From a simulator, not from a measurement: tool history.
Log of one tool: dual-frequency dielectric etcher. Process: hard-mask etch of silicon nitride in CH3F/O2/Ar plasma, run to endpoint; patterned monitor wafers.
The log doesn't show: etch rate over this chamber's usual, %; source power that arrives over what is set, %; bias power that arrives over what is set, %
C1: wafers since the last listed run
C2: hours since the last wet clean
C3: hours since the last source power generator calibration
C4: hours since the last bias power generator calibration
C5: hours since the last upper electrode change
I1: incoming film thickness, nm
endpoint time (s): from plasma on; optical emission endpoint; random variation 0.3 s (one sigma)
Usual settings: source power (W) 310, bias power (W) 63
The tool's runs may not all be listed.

{"run": 1, "day": 0.0, "source power (W)": 310, "bias power (W)": 63, "C1": 0, "C2": 104, "C3": 4079.4, "C4": 2094.7, "C5": 1905.9, "I1": 53, "endpoint time (s)": 93.4}
{"run": 2, "day": 1.767, "source power (W)": 310, "bias power (W)": 63, "C1": 594, "C2": 146.4, "C3": 4121.8, "C4": 2137.1, "C5": 1948.3, "I1": 53.1, "endpoint time (s)": 93.8}
{"run": 3, "day": 3.938, "source power (W)": 310, "bias power (W)": 63, "C1": 731, "C2": 198.5, "C3": 4173.9, "C4": 2189.2, "C5": 2000.4, "I1": 53.6, "endpoint time (s)": 94.9}
{"run": 4, "day": 6.258, "source power (W)": 310, "bias power (W)": 63, "C1": 781, "C2": 254.2, "C3": 4229.6, "C4": 2244.9, "C5": 2056.1, "I1": 52.4, "endpoint time (s)": 93.1}
{"run": 5, "day": 8.308, "source power (W)": 310, "bias power (W)": 63, "C1": 690, "C2": 303.4, "C3": 4278.8, "C4": 2294.1, "C5": 2105.3, "I1": 53.6, "endpoint time (s)": 95.3}
{"run": 6, "day": 10.929, "source power (W)": 310, "bias power (W)": 63, "C1": 882, "C2": 366.3, "C3": 4341.7, "C4": 2357, "C5": 2168.2, "I1": 53.5, "endpoint time (s)": 95.2}
{"run": 7, "day": 13.075, "source power (W)": 260, "bias power (W)": 51, "C1": 722, "C2": 417.8, "C3": 4393.2, "C4": 2408.5, "C5": 2219.7, "I1": 53.1, "endpoint time (s)": 111}
{"run": 8, "day": 15.558, "source power (W)": 310, "bias power (W)": 54, "C1": 836, "C2": 477.4, "C3": 4452.8, "C4": 2468.1, "C5": 2279.3, "I1": 52.8, "endpoint time (s)": 98.6}
{"run": 9, "day": 19.404, "source power (W)": 310, "bias power (W)": 54, "C1": 1295, "C2": 569.7, "C3": 4545.1, "C4": 2560.4, "C5": 2371.6, "I1": 52.6, "endpoint time (s)": 97.9}
{"day": 20.704, "done": "wet clean of the chamber"}
{"run": 10, "day": 21.667, "source power (W)": 310, "bias power (W)": 54, "C1": 425, "C2": 23.1, "C3": 4599.4, "C4": 2614.7, "C5": 2425.9, "I1": 53.1, "endpoint time (s)": 99.1}
{"run": 11, "day": 24.546, "source power (W)": 310, "bias power (W)": 55, "C1": 969, "C2": 92.2, "C3": 4668.5, "C4": 2683.8, "C5": 2495, "I1": 52.8, "endpoint time (s)": 98.2}
{"run": 12, "day": 28.908, "source power (W)": 340, "bias power (W)": 63, "C1": 1469, "C2": 196.9, "C3": 4773.2, "C4": 2788.5, "C5": 2599.7, "I1": 53.3, "endpoint time (s)": 90.5}
{"day": 31.238, "done": "upper electrode replaced"}
{"run": 13, "day": 31.258, "source power (W)": 340, "bias power (W)": 63, "C1": 454, "C2": 253.3, "C3": 4829.6, "C4": 2844.9, "C5": 0.5, "I1": 52.7, "endpoint time (s)": 88.9}
{"run": 14, "day": 34.288, "source power (W)": 310, "bias power (W)": 63, "C1": 1020, "C2": 326, "C3": 4902.3, "C4": 2917.6, "C5": 73.2, "I1": 53.5, "endpoint time (s)": 95.7}
{"run": 15, "day": 38.275, "source power (W)": 310, "bias power (W)": 63, "C1": 1342, "C2": 421.7, "C3": 4998, "C4": 3013.3, "C5": 168.9, "I1": 53.7, "endpoint time (s)": 96.1}
{"run": 16, "day": 40.708, "source power (W)": 280, "bias power (W)": 72, "C1": 819, "C2": 480.1, "C3": 5056.4, "C4": 3071.7, "C5": 227.3, "I1": 53.2, "endpoint time (s)": 96.5}
{"day": 43.625, "done": "wet clean of the chamber"}
{"day": 44.45, "done": "source power generator calibrated"}
{"run": 17, "day": 44.775, "source power (W)": 310, "bias power (W)": 78, "C1": 976, "C2": 27.6, "C3": 7.8, "C4": 3169.3, "C5": 324.9, "I1": 52.4, "endpoint time (s)": 84.5}
{"run": 18, "day": 48.533, "source power (W)": 230, "bias power (W)": 72, "C1": 1265, "C2": 117.8, "C3": 98, "C4": 3259.5, "C5": 415.1, "I1": 53.2, "endpoint time (s)": 105.2}
{"run": 19, "day": 52.35, "source power (W)": 310, "bias power (W)": 63, "C1": 1285, "C2": 209.4, "C3": 189.6, "C4": 3351.1, "C5": 506.7, "I1": 53.3, "endpoint time (s)": 92.6}
{"run": 20, "day": 55.525, "source power (W)": 370, "bias power (W)": 56, "C1": 1069, "C2": 285.6, "C3": 265.8, "C4": 3427.3, "C5": 582.9, "I1": 53.2, "endpoint time (s)": 85.9}
{"run": 21, "day": 58.25, "source power (W)": 310, "bias power (W)": 51, "C1": 917, "C2": 351, "C3": 331.2, "C4": 3492.7, "C5": 648.3, "I1": 53.1, "endpoint time (s)": 97.4}
{"run": 22, "day": 60.312, "source power (W)": 310, "bias power (W)": 63, "C1": 694, "C2": 400.5, "C3": 380.7, "C4": 3542.2, "C5": 697.8, "I1": 53.4, "endpoint time (s)": 92.2}
{"day": 64.254, "done": "bias power generator calibrated"}
{"day": 67.971, "done": "wet clean of the chamber"}
{"run": 23, "day": 70.321, "source power (W)": 340, "bias power (W)": 74, "C1": 2977, "C2": 56.4, "C3": 620.9, "C4": 145.6, "C5": 938, "I1": 52.9, "endpoint time (s)": 82.6}
{"run": 24, "day": 73.704, "source power (W)": 240, "bias power (W)": 69, "C1": 1139, "C2": 137.6, "C3": 702.1, "C4": 226.8, "C5": 1019.2, "I1": 53.4, "endpoint time (s)": 104.5}
{"run": 25, "day": 77.775, "source power (W)": 310, "bias power (W)": 63, "C1": 1370, "C2": 235.3, "C3": 799.8, "C4": 324.5, "C5": 1116.9, "I1": 53.2, "endpoint time (s)": 91.3}
{"run": 26, "day": 79.675, "source power (W)": 310, "bias power (W)": 57, "C1": 639, "C2": 280.9, "C3": 845.4, "C4": 370.1, "C5": 1162.5, "I1": 53.3, "endpoint time (s)": 94.5}
{"run": 27, "day": 81.9, "source power (W)": 340, "bias power (W)": 57, "C1": 749, "C2": 334.3, "C3": 898.8, "C4": 423.5, "C5": 1215.9, "I1": 53.4, "endpoint time (s)": 90.9}
{"run": 28, "day": 84.879, "source power (W)": 310, "bias power (W)": 53, "C1": 1003, "C2": 405.8, "C3": 970.3, "C4": 495, "C5": 1287.4, "I1": 53.3, "endpoint time (s)": 96.6}
{"day": 89.092, "done": "wet clean of the chamber"}
{"run": 29, "day": 89.246, "source power (W)": 290, "bias power (W)": 59, "C1": 1133, "C2": 3.7, "C3": 1075.1, "C4": 599.8, "C5": 1392.2, "I1": 53.2, "endpoint time (s)": 96.8}
{"run": 30, "day": 91.038, "source power (W)": 310, "bias power (W)": 63, "C1": 603, "C2": 46.7, "C3": 1118.1, "C4": 642.8, "C5": 1435.2, "I1": 52.9, "endpoint time (s)": 91.4}
{"run": 31, "day": 94.421, "source power (W)": 310, "bias power (W)": 63, "C1": 1139, "C2": 127.9, "C3": 1199.3, "C4": 724, "C5": 1516.4, "I1": 52.8, "endpoint time (s)": 91}
{"run": 32, "day": 98.858, "source power (W)": 310, "bias power (W)": 63, "C1": 1494, "C2": 234.4, "C3": 1305.8, "C4": 830.5, "C5": 1622.9, "I1": 54.2, "endpoint time (s)": 92.9}

Measured less the same run without the tool's hidden state. The same run-to-run variation is in both; the gauge's scatter may not be:
run=1 endpoint_time_(s)=+2.1
run=2 endpoint_time_(s)=+2.1
run=3 endpoint_time_(s)=+2.2
run=4 endpoint_time_(s)=+2.2
run=5 endpoint_time_(s)=+2.3
run=6 endpoint_time_(s)=+2.4
run=7 endpoint_time_(s)=+2.9
run=8 endpoint_time_(s)=+2.7
run=9 endpoint_time_(s)=+2.7
run=10 endpoint_time_(s)=+2.8
run=11 endpoint_time_(s)=+2.9
run=12 endpoint_time_(s)=+2.7
run=13 endpoint_time_(s)=+2.7
run=14 endpoint_time_(s)=+3
run=15 endpoint_time_(s)=+3.2
run=16 endpoint_time_(s)=+3.2
run=17 endpoint_time_(s)=-0.2
run=18 endpoint_time_(s)=-0.3
run=19 endpoint_time_(s)=-0.2
run=20 endpoint_time_(s)=-0.2
run=21 endpoint_time_(s)=-0.3
run=22 endpoint_time_(s)=-0.2
run=23 endpoint_time_(s)=-0.2
run=24 endpoint_time_(s)=-0.2
run=25 endpoint_time_(s)=-0.2
run=26 endpoint_time_(s)=-0.2
run=27 endpoint_time_(s)=-0.1
run=28 endpoint_time_(s)=-0.1
run=29 endpoint_time_(s)=-0.1
run=30 endpoint_time_(s)=+0
run=31 endpoint_time_(s)=-0.1
run=32 endpoint_time_(s)=+0
